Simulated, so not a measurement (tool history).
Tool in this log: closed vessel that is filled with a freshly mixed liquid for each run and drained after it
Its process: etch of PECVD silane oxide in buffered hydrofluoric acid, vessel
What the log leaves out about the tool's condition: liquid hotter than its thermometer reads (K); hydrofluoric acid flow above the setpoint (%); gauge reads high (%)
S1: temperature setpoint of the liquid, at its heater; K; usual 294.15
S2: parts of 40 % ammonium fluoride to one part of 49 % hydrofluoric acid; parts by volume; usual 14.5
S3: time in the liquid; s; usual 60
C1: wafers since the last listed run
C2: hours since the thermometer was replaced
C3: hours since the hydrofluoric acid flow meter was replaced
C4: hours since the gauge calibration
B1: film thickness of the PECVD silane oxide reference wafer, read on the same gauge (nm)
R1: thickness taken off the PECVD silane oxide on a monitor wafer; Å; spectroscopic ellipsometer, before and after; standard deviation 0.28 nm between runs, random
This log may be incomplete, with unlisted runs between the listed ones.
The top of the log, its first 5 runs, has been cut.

Run 6, day 2.388: usual settings; C1 635; C2 2198.5; C3 2607.5; C4 263.2; B1 140. Result: R1 894.3 Å.
Run 7, day 2.662: usual settings; C1 607; C2 2205.1; C3 2614.1; C4 269.8; B1 139.96. Result: R1 891.2 Å.
Run 8, day 3.088: usual settings; C1 939; C2 2215.3; C3 2624.3; C4 280; B1 139.98. Result: R1 894.5 Å.
Run 9, day 3.6: usual settings but S2 12 parts by volume; C1 1132; C2 2227.6; C3 2636.6; C4 292.3; B1 140.03. Result: R1 1067.1 Å.
At day 3.946: hydrofluoric acid flow meter replaced.
Run 10, day 3.967: usual settings but S1 291.15 K; C1 718; C2 2236.4; C3 0.5; C4 301.1; B1 139.99. Result: R1 760.6 Å.
At day 4.425: thermometer replaced.
Run 11, day 4.508: usual settings but S2 17.5 parts by volume, S3 75 s; C1 1104; C2 2; C3 13.5; C4 314.1; B1 139.98. Result: R1 820.9 Å.
Run 12, day 5.029: usual settings; C1 1150; C2 14.5; C3 26; C4 326.6; B1 139.95. Result: R1 790.3 Å.
Run 13, day 5.833: usual settings; C1 1776; C2 33.8; C3 45.3; C4 345.9; B1 140.02. Result: R1 790.2 Å.
Run 14, day 6.538: usual settings; C1 1555; C2 50.7; C3 62.2; C4 362.8; B1 139.98. Result: R1 792.6 Å.
Run 15, day 7.162: usual settings; C1 1380; C2 65.7; C3 77.2; C4 377.8; B1 140.05. Result: R1 789.5 Å.
Run 16, day 7.608: usual settings but S1 292.15 K, S2 17 parts by volume, S3 70 s; C1 985; C2 76.4; C3 87.9; C4 388.5; B1 139.98. Result: R1 702.6 Å.
At day 7.783: gauge calibrated.
Run 17, day 7.983: usual settings but S2 9 parts by volume; C1 828; C2 85.4; C3 96.9; C4 4.8; B1 139.98. Result: R1 1213.8 Å.

For run 18, what comes out?
Run 18, day 8.608: usual settings but S1 297.65 K, S2 20 parts by volume, S3 75 s; C1 1380; C2 100.4; C3 111.9; C4 19.8; B1 ?. Result: R1 ?.

B1: 140.04
R1: 880.9 Å
Were there no unlogged condition in the tool, this run, its random variation unchanged, would have produced R1 860 Å.
